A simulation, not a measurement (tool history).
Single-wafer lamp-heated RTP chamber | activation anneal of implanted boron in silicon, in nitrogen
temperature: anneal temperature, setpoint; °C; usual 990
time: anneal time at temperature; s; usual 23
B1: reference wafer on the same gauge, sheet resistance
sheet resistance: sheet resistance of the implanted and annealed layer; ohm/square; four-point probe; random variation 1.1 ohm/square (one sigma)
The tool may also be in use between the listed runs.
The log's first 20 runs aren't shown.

run 21 hour=1684.1 | temperature=1003 time=13 | B1=201.94 | sheet_resistance=237.26
run 22 hour=1767.8 | temperature=990 time=23 | B1=201.35 | sheet_resistance=240.55
run 23 hour=1818.0 | temperature=1009 time=28 | B1=202.14 | sheet_resistance=236.32
-- hour=1839.9 pyrometer window cleaned and pyrometer calibrated
run 24 hour=1897.8 | temperature=1009 time=23 | B1=201.76 | sheet_resistance=238.98
-- hour=1957.8 reflector plate cleaned
run 25 hour=1969.3 | temperature=977 time=14 | B1=201.98 | sheet_resistance=253.93
run 26 hour=2015.1 | temperature=990 time=23 | B1=202.17 | sheet_resistance=242.03
run 27 hour=2075.7 | temperature=990 time=36 | B1=201.98 | sheet_resistance=240.18
run 28 hour=2178.8 | temperature=990 time=23 | B1=201.99 | sheet_resistance=241.09
run 29 hour=2268.9 | temperature=990 time=19 | B1=201.56 | sheet_resistance=241.30

Forecast run 30:
run 30 hour=2338.8 | temperature=990 time=23 | B1=? | sheet_resistance=?

{"run 30": {"B1": 202.26, "sheet resistance": 240.07}}
Without the tool's hidden state the same run would have given sheet resistance 245.85 ohm/square.
